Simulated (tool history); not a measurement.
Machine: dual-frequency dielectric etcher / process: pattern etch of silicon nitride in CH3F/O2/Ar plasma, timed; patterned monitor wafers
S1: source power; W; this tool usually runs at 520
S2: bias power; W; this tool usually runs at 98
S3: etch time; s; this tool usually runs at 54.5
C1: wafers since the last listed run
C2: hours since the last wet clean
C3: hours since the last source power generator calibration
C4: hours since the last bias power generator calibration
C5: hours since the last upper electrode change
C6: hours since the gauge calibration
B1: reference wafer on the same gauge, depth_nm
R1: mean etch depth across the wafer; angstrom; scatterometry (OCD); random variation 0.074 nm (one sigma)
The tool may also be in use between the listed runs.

{"run": 1, "day": 0.0, "S1": 520, "S2": 98, "S3": 54.5, "C1": 0, "C2": 410.8, "C3": 3386.1, "C4": 2633.6, "C5": 4548.6, "C6": 84.3, "B1": 57.65, "R1": 496.7}
{"run": 2, "day": 0.567, "S1": 520, "S2": 98, "S3": 54.5, "C1": 142, "C2": 424.4, "C3": 3399.7, "C4": 2647.2, "C5": 4562.2, "C6": 97.9, "B1": 57.71, "R1": 497.6}
{"run": 3, "day": 1.192, "S1": 520, "S2": 98, "S3": 54.5, "C1": 157, "C2": 439.4, "C3": 3414.7, "C4": 2662.2, "C5": 4577.2, "C6": 112.9, "B1": 57.72, "R1": 496.8}
{"run": 4, "day": 2.788, "S1": 520, "S2": 98, "S3": 54.5, "C1": 401, "C2": 477.7, "C3": 3453, "C4": 2700.5, "C5": 4615.5, "C6": 151.2, "B1": 57.7, "R1": 496}
{"run": 5, "day": 3.175, "S1": 520, "S2": 98, "S3": 54.5, "C1": 97, "C2": 487, "C3": 3462.3, "C4": 2709.8, "C5": 4624.8, "C6": 160.5, "B1": 57.66, "R1": 498.3}
{"run": 6, "day": 3.588, "S1": 520, "S2": 98, "S3": 66.5, "C1": 103, "C2": 496.9, "C3": 3472.2, "C4": 2719.7, "C5": 4634.7, "C6": 170.4, "B1": 57.73, "R1": 606.7}
{"run": 7, "day": 3.983, "S1": 520, "S2": 98, "S3": 66.5, "C1": 99, "C2": 506.4, "C3": 3481.7, "C4": 2729.2, "C5": 4644.2, "C6": 179.9, "B1": 57.7, "R1": 606.9}
{"run": 8, "day": 4.325, "S1": 520, "S2": 98, "S3": 54.5, "C1": 85, "C2": 514.6, "C3": 3489.9, "C4": 2737.4, "C5": 4652.4, "C6": 188.1, "B1": 57.73, "R1": 496.9}
{"run": 9, "day": 4.85, "S1": 550, "S2": 98, "S3": 42, "C1": 132, "C2": 527.2, "C3": 3502.5, "C4": 2750, "C5": 4665, "C6": 200.7, "B1": 57.73, "R1": 396.8}
{"day": 5.875, "done": "wet clean of the chamber"}
{"run": 10, "day": 5.896, "S1": 520, "S2": 98, "S3": 54.5, "C1": 11, "C2": 0.5, "C3": 3527.6, "C4": 2775.1, "C5": 4690.1, "C6": 225.8, "B1": 57.7, "R1": 491.6}
{"run": 11, "day": 5.967, "S1": 520, "S2": 98, "S3": 54.5, "C1": 17, "C2": 2.2, "C3": 3529.3, "C4": 2776.8, "C5": 4691.8, "C6": 227.5, "B1": 57.76, "R1": 491.4}
{"day": 6.488, "done": "source power generator calibrated"}
{"run": 12, "day": 6.508, "S1": 430, "S2": 98, "S3": 54.5, "C1": 94, "C2": 15.2, "C3": 0.5, "C4": 2789.8, "C5": 4704.8, "C6": 240.5, "B1": 57.7, "R1": 434.2}
{"run": 13, "day": 6.829, "S1": 430, "S2": 98, "S3": 54.5, "C1": 80, "C2": 22.9, "C3": 8.2, "C4": 2797.5, "C5": 4712.5, "C6": 248.2, "B1": 57.76, "R1": 436.8}
{"run": 14, "day": 7.471, "S1": 430, "S2": 98, "S3": 54.5, "C1": 161, "C2": 38.3, "C3": 23.6, "C4": 2812.9, "C5": 4727.9, "C6": 263.6, "B1": 57.68, "R1": 435}
{"day": 8.908, "done": "upper electrode replaced"}
{"run": 15, "day": 8.929, "S1": 430, "S2": 98, "S3": 54.5, "C1": 115, "C2": 73.3, "C3": 58.6, "C4": 2847.9, "C5": 0.5, "C6": 298.6, "B1": 57.73, "R1": 434.7}
{"run": 16, "day": 8.946, "S1": 520, "S2": 77, "S3": 54.5, "C1": 4, "C2": 73.7, "C3": 59, "C4": 2848.3, "C5": 0.9, "C6": 299, "B1": 57.71, "R1": 459.1}
{"run": 17, "day": 9.262, "S1": 400, "S2": 83, "S3": 66, "C1": 79, "C2": 81.3, "C3": 66.6, "C4": 2855.9, "C5": 8.5, "C6": 306.6, "B1": 57.72, "R1": 477.4}
{"run": 18, "day": 11.029, "S1": 520, "S2": 98, "S3": 67, "C1": 444, "C2": 123.7, "C3": 109, "C4": 2898.3, "C5": 50.9, "C6": 349, "B1": 57.72, "R1": 606.4}
{"run": 19, "day": 12.379, "S1": 520, "S2": 98, "S3": 54.5, "C1": 339, "C2": 156.1, "C3": 141.4, "C4": 2930.7, "C5": 83.3, "C6": 381.4, "B1": 57.69, "R1": 493.5}
{"run": 20, "day": 13.075, "S1": 610, "S2": 89, "S3": 54.5, "C1": 175, "C2": 172.8, "C3": 158.1, "C4": 2947.4, "C5": 100, "C6": 398.1, "B1": 57.74, "R1": 525.9}
{"run": 21, "day": 13.692, "S1": 520, "S2": 98, "S3": 38.5, "C1": 155, "C2": 187.6, "C3": 172.9, "C4": 2962.2, "C5": 114.8, "C6": 412.9, "B1": 57.69, "R1": 347.9}
{"day": 13.867, "done": "gauge calibrated"}
{"day": 14.492, "done": "bias power generator calibrated"}
{"run": 22, "day": 14.512, "S1": 480, "S2": 112, "S3": 48, "C1": 164, "C2": 207.3, "C3": 192.6, "C4": 0.5, "C5": 134.5, "C6": 15.5, "B1": 57.74, "R1": 430.4}
{"run": 23, "day": 15.262, "S1": 520, "S2": 78, "S3": 54.5, "C1": 188, "C2": 225.3, "C3": 210.6, "C4": 18.5, "C5": 152.5, "C6": 33.5, "B1": 57.7, "R1": 461.4}
{"run": 24, "day": 16.425, "S1": 570, "S2": 98, "S3": 54.5, "C1": 292, "C2": 253.2, "C3": 238.5, "C4": 46.4, "C5": 180.4, "C6": 61.4, "B1": 57.66, "R1": 520.9}
{"run": 25, "day": 17.017, "S1": 550, "S2": 98, "S3": 68, "C1": 148, "C2": 267.4, "C3": 252.7, "C4": 60.6, "C5": 194.6, "C6": 75.6, "B1": 57.73, "R1": 638.8}
{"run": 26, "day": 17.438, "S1": 520, "S2": 87, "S3": 64, "C1": 105, "C2": 277.5, "C3": 262.8, "C4": 70.7, "C5": 204.7, "C6": 85.7, "B1": 57.72, "R1": 560.5}
{"run": 27, "day": 18.029, "S1": 590, "S2": 109, "S3": 67.5, "C1": 148, "C2": 291.7, "C3": 277, "C4": 84.9, "C5": 218.9, "C6": 99.9, "B1": 57.71, "R1": 678.9}
{"run": 28, "day": 18.779, "S1": 410, "S2": 109, "S3": 63, "C1": 188, "C2": 309.7, "C3": 295, "C4": 102.9, "C5": 236.9, "C6": 117.9, "B1": 57.65, "R1": 507.4}

Had the tool no unlogged condition, and each run kept its random variation, what would the results have been?
The tool's hidden condition here consists of: etch rate over this chamber's usual, %; source power that arrives over what is set, %; bias power that arrives over what is set, %; gauge reads high (%).
run=1 R1=491.3
run=2 R1=492
run=3 R1=491
run=4 R1=489.7
run=5 R1=491.9
run=6 R1=598.7
run=7 R1=598.8
run=8 R1=490.1
run=9 R1=391.3
run=10 R1=491.5
run=11 R1=491.3
run=12 R1=434
run=13 R1=436.5
run=14 R1=434.5
run=15 R1=433.8
run=16 R1=458.1
run=17 R1=476.3
run=18 R1=604.3
run=19 R1=491.4
run=20 R1=523.5
run=21 R1=346.1
run=22 R1=428
run=23 R1=458.6
run=24 R1=517.3
run=25 R1=634.2
run=26 R1=556.3
run=27 R1=673.5
run=28 R1=503.1
